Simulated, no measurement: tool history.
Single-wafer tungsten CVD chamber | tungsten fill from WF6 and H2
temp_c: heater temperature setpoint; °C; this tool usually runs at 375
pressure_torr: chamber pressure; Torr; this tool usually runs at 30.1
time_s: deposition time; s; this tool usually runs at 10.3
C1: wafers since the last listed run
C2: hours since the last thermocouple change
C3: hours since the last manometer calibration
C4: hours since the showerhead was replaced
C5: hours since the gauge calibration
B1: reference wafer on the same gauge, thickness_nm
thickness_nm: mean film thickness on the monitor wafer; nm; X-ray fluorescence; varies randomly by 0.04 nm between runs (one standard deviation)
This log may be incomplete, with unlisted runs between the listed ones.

{"run": 1, "hour": 0.0, "temp_c": 375, "pressure_torr": 30.1, "time_s": 9.7, "C1": 0, "C2": 1511.5, "C3": 2453.3, "C4": 3912.3, "C5": 491, "B1": 17.702, "thickness_nm": 16.946}
{"run": 2, "hour": 12.6, "temp_c": 375, "pressure_torr": 30.1, "time_s": 9.7, "C1": 492, "C2": 1524.1, "C3": 2465.9, "C4": 3924.9, "C5": 503.6, "B1": 17.693, "thickness_nm": 16.94}
{"hour": 22.1, "done": "showerhead replaced"}
{"run": 3, "hour": 22.6, "temp_c": 375, "pressure_torr": 30.1, "time_s": 10.3, "C1": 78, "C2": 1534.1, "C3": 2475.9, "C4": 0.5, "C5": 513.6, "B1": 17.693, "thickness_nm": 17.881}
{"hour": 35.9, "done": "capacitance manometer re-zeroed and calibrated"}
{"run": 4, "hour": 36.4, "temp_c": 375, "pressure_torr": 35.1, "time_s": 10.3, "C1": 226, "C2": 1547.9, "C3": 0.5, "C4": 14.3, "C5": 527.4, "B1": 17.701, "thickness_nm": 20.652}
{"run": 5, "hour": 44.1, "temp_c": 375, "pressure_torr": 35.1, "time_s": 10.3, "C1": 300, "C2": 1555.6, "C3": 8.2, "C4": 22, "C5": 535.1, "B1": 17.698, "thickness_nm": 20.518}
{"run": 6, "hour": 51.3, "temp_c": 375, "pressure_torr": 30.1, "time_s": 10.3, "C1": 281, "C2": 1562.8, "C3": 15.4, "C4": 29.2, "C5": 542.3, "B1": 17.707, "thickness_nm": 18.884}
{"run": 7, "hour": 58.0, "temp_c": 375, "pressure_torr": 30.1, "time_s": 10.3, "C1": 261, "C2": 1569.5, "C3": 22.1, "C4": 35.9, "C5": 549, "B1": 17.693, "thickness_nm": 18.749}
{"run": 8, "hour": 65.7, "temp_c": 375, "pressure_torr": 30.1, "time_s": 10.3, "C1": 300, "C2": 1577.2, "C3": 29.8, "C4": 43.6, "C5": 556.7, "B1": 17.702, "thickness_nm": 18.751}
{"run": 9, "hour": 92.2, "temp_c": 375, "pressure_torr": 30.1, "time_s": 10.3, "C1": 1035, "C2": 1603.7, "C3": 56.3, "C4": 70.1, "C5": 583.2, "B1": 17.704, "thickness_nm": 18.71}
{"run": 10, "hour": 102.3, "temp_c": 370, "pressure_torr": 30.1, "time_s": 10.3, "C1": 394, "C2": 1613.8, "C3": 66.4, "C4": 80.2, "C5": 593.3, "B1": 17.693, "thickness_nm": 16.984}
{"run": 11, "hour": 115.0, "temp_c": 375, "pressure_torr": 30.1, "time_s": 10.3, "C1": 496, "C2": 1626.5, "C3": 79.1, "C4": 92.9, "C5": 606, "B1": 17.704, "thickness_nm": 18.671}
{"run": 12, "hour": 131.7, "temp_c": 370, "pressure_torr": 30.1, "time_s": 8.5, "C1": 652, "C2": 1643.2, "C3": 95.8, "C4": 109.6, "C5": 622.7, "B1": 17.706, "thickness_nm": 13.992}
{"hour": 147.9, "done": "gauge calibrated"}
{"run": 13, "hour": 148.6, "temp_c": 375, "pressure_torr": 30.1, "time_s": 10.3, "C1": 660, "C2": 1660.1, "C3": 112.7, "C4": 126.5, "C5": 0.7, "B1": 17.703, "thickness_nm": 18.671}
{"run": 14, "hour": 161.1, "temp_c": 375, "pressure_torr": 30.1, "time_s": 10.3, "C1": 488, "C2": 1672.6, "C3": 125.2, "C4": 139, "C5": 13.2, "B1": 17.705, "thickness_nm": 18.726}
{"run": 15, "hour": 176.1, "temp_c": 384, "pressure_torr": 37.6, "time_s": 10.3, "C1": 586, "C2": 1687.6, "C3": 140.2, "C4": 154, "C5": 28.2, "B1": 17.696, "thickness_nm": 25.597}
{"run": 16, "hour": 188.6, "temp_c": 371, "pressure_torr": 33.9, "time_s": 10.3, "C1": 488, "C2": 1700.1, "C3": 152.7, "C4": 166.5, "C5": 40.7, "B1": 17.706, "thickness_nm": 18.441}
{"run": 17, "hour": 198.3, "temp_c": 369, "pressure_torr": 30.1, "time_s": 10.3, "C1": 379, "C2": 1709.8, "C3": 162.4, "C4": 176.2, "C5": 50.4, "B1": 17.697, "thickness_nm": 16.532}
{"run": 18, "hour": 207.0, "temp_c": 389, "pressure_torr": 28.1, "time_s": 10.3, "C1": 340, "C2": 1718.5, "C3": 171.1, "C4": 184.9, "C5": 59.1, "B1": 17.702, "thickness_nm": 23.614}
{"hour": 223.0, "done": "thermocouple changed; heater temperature recalibrated"}
{"run": 19, "hour": 223.5, "temp_c": 385, "pressure_torr": 30.1, "time_s": 9.6, "C1": 332, "C2": 0.5, "C3": 187.6, "C4": 201.4, "C5": 75.6, "B1": 17.706, "thickness_nm": 20.067}
{"run": 20, "hour": 233.8, "temp_c": 385, "pressure_torr": 30.1, "time_s": 11.3, "C1": 402, "C2": 10.8, "C3": 197.9, "C4": 211.7, "C5": 85.9, "B1": 17.687, "thickness_nm": 23.604}
{"run": 21, "hour": 251.8, "temp_c": 375, "pressure_torr": 30.1, "time_s": 10.3, "C1": 703, "C2": 28.8, "C3": 215.9, "C4": 229.7, "C5": 103.9, "B1": 17.699, "thickness_nm": 17.647}
{"run": 22, "hour": 262.9, "temp_c": 364, "pressure_torr": 30.1, "time_s": 10.3, "C1": 433, "C2": 39.9, "C3": 227, "C4": 240.8, "C5": 115, "B1": 17.706, "thickness_nm": 13.977}
{"run": 23, "hour": 271.9, "temp_c": 370, "pressure_torr": 26, "time_s": 11.6, "C1": 351, "C2": 48.9, "C3": 236, "C4": 249.8, "C5": 124, "B1": 17.7, "thickness_nm": 16.33}
{"run": 24, "hour": 312.1, "temp_c": 381, "pressure_torr": 36.8, "time_s": 10.3, "C1": 1571, "C2": 89.1, "C3": 276.2, "C4": 290, "C5": 164.2, "B1": 17.693, "thickness_nm": 22.4}
{"run": 25, "hour": 326.5, "temp_c": 375, "pressure_torr": 34.6, "time_s": 10.3, "C1": 562, "C2": 103.5, "C3": 290.6, "C4": 304.4, "C5": 178.6, "B1": 17.703, "thickness_nm": 19.216}
{"run": 26, "hour": 339.9, "temp_c": 375, "pressure_torr": 30.1, "time_s": 10.3, "C1": 523, "C2": 116.9, "C3": 304, "C4": 317.8, "C5": 192, "B1": 17.699, "thickness_nm": 17.623}
{"run": 27, "hour": 347.5, "temp_c": 368, "pressure_torr": 34.4, "time_s": 10.3, "C1": 297, "C2": 124.5, "C3": 311.6, "C4": 325.4, "C5": 199.6, "B1": 17.692, "thickness_nm": 16.585}
{"run": 28, "hour": 362.8, "temp_c": 375, "pressure_torr": 30.1, "time_s": 11, "C1": 598, "C2": 139.8, "C3": 326.9, "C4": 340.7, "C5": 214.9, "B1": 17.703, "thickness_nm": 18.858}
{"run": 29, "hour": 377.7, "temp_c": 375, "pressure_torr": 27.4, "time_s": 10.3, "C1": 582, "C2": 154.7, "C3": 341.8, "C4": 355.6, "C5": 229.8, "B1": 17.697, "thickness_nm": 16.719}
{"run": 30, "hour": 392.6, "temp_c": 380, "pressure_torr": 27.2, "time_s": 9.7, "C1": 582, "C2": 169.6, "C3": 356.7, "C4": 370.5, "C5": 244.7, "B1": 17.7, "thickness_nm": 17.328}
{"run": 31, "hour": 399.8, "temp_c": 381, "pressure_torr": 23.8, "time_s": 8.9, "C1": 281, "C2": 176.8, "C3": 363.9, "C4": 377.7, "C5": 251.9, "B1": 17.7, "thickness_nm": 14.904}
{"run": 32, "hour": 420.8, "temp_c": 375, "pressure_torr": 30.1, "time_s": 10.3, "C1": 820, "C2": 197.8, "C3": 384.9, "C4": 398.7, "C5": 272.9, "B1": 17.69, "thickness_nm": 17.725}
{"run": 33, "hour": 431.8, "temp_c": 375, "pressure_torr": 30.1, "time_s": 10.3, "C1": 429, "C2": 208.8, "C3": 395.9, "C4": 409.7, "C5": 283.9, "B1": 17.706, "thickness_nm": 17.748}
{"run": 34, "hour": 439.4, "temp_c": 370, "pressure_torr": 34.3, "time_s": 11.1, "C1": 297, "C2": 216.4, "C3": 403.5, "C4": 417.3, "C5": 291.5, "B1": 17.696, "thickness_nm": 18.615}
{"run": 35, "hour": 452.0, "temp_c": 388, "pressure_torr": 30.1, "time_s": 12.2, "C1": 492, "C2": 229, "C3": 416.1, "C4": 429.9, "C5": 304.1, "B1": 17.689, "thickness_nm": 27.414}

The tool's hidden state at each run:
gauge reads high (%): 0, the same for each run
H1: wafer temperature above the value expected at the setpoint (K)
H2: true pressure above the setpoint (%)
run=1 H1=2.71 H2=-7.59
run=2 H1=2.72 H2=-7.6
run=3 H1=2.72 H2=-7.61
run=4 H1=2.73 H2=-0.0318
run=5 H1=2.73 H2=-0.0983
run=6 H1=2.73 H2=-0.16
run=7 H1=2.73 H2=-0.217
run=8 H1=2.74 H2=-0.282
run=9 H1=2.74 H2=-0.502
run=10 H1=2.75 H2=-0.584
run=11 H1=2.75 H2=-0.686
run=12 H1=2.76 H2=-0.819
run=13 H1=2.76 H2=-0.95
run=14 H1=2.76 H2=-1.05
run=15 H1=2.77 H2=-1.16
run=16 H1=2.77 H2=-1.25
run=17 H1=2.77 H2=-1.32
run=18 H1=2.78 H2=-1.39
run=19 H1=-0.266 H2=-1.51
run=20 H1=-0.204 H2=-1.58
run=21 H1=-0.0983 H2=-1.71
run=22 H1=-0.0349 H2=-1.78
run=23 H1=0.0156 H2=-1.84
run=24 H1=0.231 H2=-2.11
run=25 H1=0.304 H2=-2.21
run=26 H1=0.371 H2=-2.29
run=27 H1=0.408 H2=-2.34
run=28 H1=0.481 H2=-2.43
run=29 H1=0.55 H2=-2.53
run=30 H1=0.617 H2=-2.62
run=31 H1=0.649 H2=-2.66
run=32 H1=0.74 H2=-2.78
run=33 H1=0.786 H2=-2.85
run=34 H1=0.817 H2=-2.89
run=35 H1=0.868 H2=-2.96

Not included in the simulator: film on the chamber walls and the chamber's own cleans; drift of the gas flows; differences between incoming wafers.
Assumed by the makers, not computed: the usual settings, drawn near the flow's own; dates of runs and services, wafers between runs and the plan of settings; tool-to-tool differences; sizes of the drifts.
